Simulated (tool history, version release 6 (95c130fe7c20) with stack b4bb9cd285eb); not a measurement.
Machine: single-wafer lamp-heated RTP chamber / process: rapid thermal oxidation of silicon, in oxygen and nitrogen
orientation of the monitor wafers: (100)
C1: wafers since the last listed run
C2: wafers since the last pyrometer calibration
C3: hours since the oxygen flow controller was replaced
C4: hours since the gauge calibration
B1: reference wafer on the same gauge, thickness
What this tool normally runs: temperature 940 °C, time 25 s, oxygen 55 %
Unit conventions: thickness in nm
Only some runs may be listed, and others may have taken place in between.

Run 1, hour 0.0: usual settings but time 21 s; C1 0; C2 1696; C3 4621.4; C4 635.0; B1 2.590. Result: thickness 2.623 nm.
Run 2, hour 56.9: usual settings but time 21 s; C1 428; C2 2125; C3 4678.3; C4 691.9; B1 2.591. Result: thickness 2.619 nm.
Run 3, hour 103.7: usual settings but time 21 s; C1 352; C2 2478; C3 4725.1; C4 738.7; B1 2.590. Result: thickness 2.622 nm.
Run 4, hour 168.1: usual settings; C1 485; C2 2963; C3 4789.5; C4 803.1; B1 2.590. Result: thickness 2.718 nm.
Run 5, hour 215.2: usual settings; C1 354; C2 3318; C3 4836.6; C4 850.2; B1 2.591. Result: thickness 2.725 nm.
Run 6, hour 243.7: usual settings; C1 214; C2 3533; C3 4865.1; C4 878.7; B1 2.590. Result: thickness 2.729 nm.
At hour 423.5: gauge calibrated.
Run 7, hour 435.0: usual settings; C1 1441; C2 4974; C3 5056.4; C4 11.5; B1 2.590. Result: thickness 2.727 nm.
Run 8, hour 506.2: usual settings; C1 536; C2 5511; C3 5127.6; C4 82.7; B1 2.588. Result: thickness 2.720 nm.
Run 9, hour 563.8: usual settings but oxygen 39 %; C1 434; C2 5945; C3 5185.2; C4 140.3; B1 2.591. Result: thickness 2.609 nm.
At hour 592.2: pyrometer window cleaned and pyrometer calibrated.
Run 10, hour 592.7: usual settings but oxygen 39 %; C1 157; C2 3; C3 5214.1; C4 169.2; B1 2.591. Result: thickness 2.616 nm.
Run 11, hour 653.5: usual settings; C1 458; C2 461; C3 5274.9; C4 230.0; B1 2.590. Result: thickness 2.722 nm.
Run 12, hour 693.7: usual settings; C1 302; C2 764; C3 5315.1; C4 270.2; B1 2.589. Result: thickness 2.713 nm.
Run 13, hour 739.3: usual settings but time 20 s; C1 343; C2 1108; C3 5360.7; C4 315.8; B1 2.589. Result: thickness 2.611 nm.
Run 14, hour 778.1: usual settings but time 20 s; C1 292; C2 1400; C3 5399.5; C4 354.6; B1 2.589. Result: thickness 2.595 nm.
At hour 797.9: oxygen flow controller replaced.
Run 15, hour 817.7: usual settings but time 20 s; C1 238; C2 1638; C3 19.8; C4 394.2; B1 2.589. Result: thickness 2.585 nm.
Run 16, hour 886.1: usual settings but time 22 s; C1 515; C2 2154; C3 88.2; C4 462.6; B1 2.590. Result: thickness 2.650 nm.
Run 17, hour 935.7: usual settings; C1 373; C2 2528; C3 137.8; C4 512.2; B1 2.589. Result: thickness 2.716 nm.
Run 18, hour 972.1: usual settings but temperature 963 °C, time 21 s, oxygen 39 %; C1 274; C2 2802; C3 174.2; C4 548.6; B1 2.591. Result: thickness 2.700 nm.
Run 19, hour 997.2: usual settings; C1 189; C2 2991; C3 199.3; C4 573.7; B1 2.590. Result: thickness 2.725 nm.
Run 20, hour 1034.6: usual settings but temperature 914 °C, time 20 s, oxygen 36 %; C1 281; C2 3273; C3 236.7; C4 611.1; B1 2.590. Result: thickness 2.340 nm.
Run 21, hour 1070.5: usual settings but time 36 s; C1 270; C2 3543; C3 272.6; C4 647.0; B1 2.591. Result: thickness 2.987 nm.
Run 22, hour 1135.9: usual settings but oxygen 41 %; C1 492; C2 4036; C3 338.0; C4 712.4; B1 2.590. Result: thickness 2.617 nm.
Run 23, hour 1191.4: usual settings but time 22 s; C1 418; C2 4454; C3 393.5; C4 767.9; B1 2.591. Result: thickness 2.649 nm.
Run 24, hour 1221.1: usual settings; C1 223; C2 4678; C3 423.2; C4 797.6; B1 2.592. Result: thickness 2.720 nm.
Run 25, hour 1246.1: usual settings; C1 188; C2 4866; C3 448.2; C4 822.6; B1 2.588. Result: thickness 2.714 nm.
Run 26, hour 1301.1: usual settings but time 28 s, oxygen 33 %; C1 414; C2 5281; C3 503.2; C4 877.6; B1 2.588. Result: thickness 2.598 nm.
At hour 1346.7: gauge calibrated.
Run 27, hour 1365.5: usual settings but temperature 921 °C, time 32 s, oxygen 35 %; C1 485; C2 5766; C3 567.6; C4 18.8; B1 2.590. Result: thickness 2.561 nm.
Run 28, hour 1393.4: usual settings but temperature 930 °C, time 18 s, oxygen 84 %; C1 210; C2 5976; C3 595.5; C4 46.7; B1 2.589. Result: thickness 2.587 nm.
Run 29, hour 1447.8: usual settings but temperature 925 °C, time 21 s, oxygen 46 %; C1 409; C2 6386; C3 649.9; C4 101.1; B1 2.590. Result: thickness 2.455 nm.

Run 30, settings as shown, results not yet in. Your forecast:
Run 30, hour 1513.0: usual settings but temperature 912 °C, oxygen 34 %; C1 491; C2 6878; C3 715.1; C4 166.3; B1 ?. Result: thickness ?.

B1: 2.589
thickness: 2.393 nm
With no hidden state in the tool, this same run would have given thickness 2.393 nm.
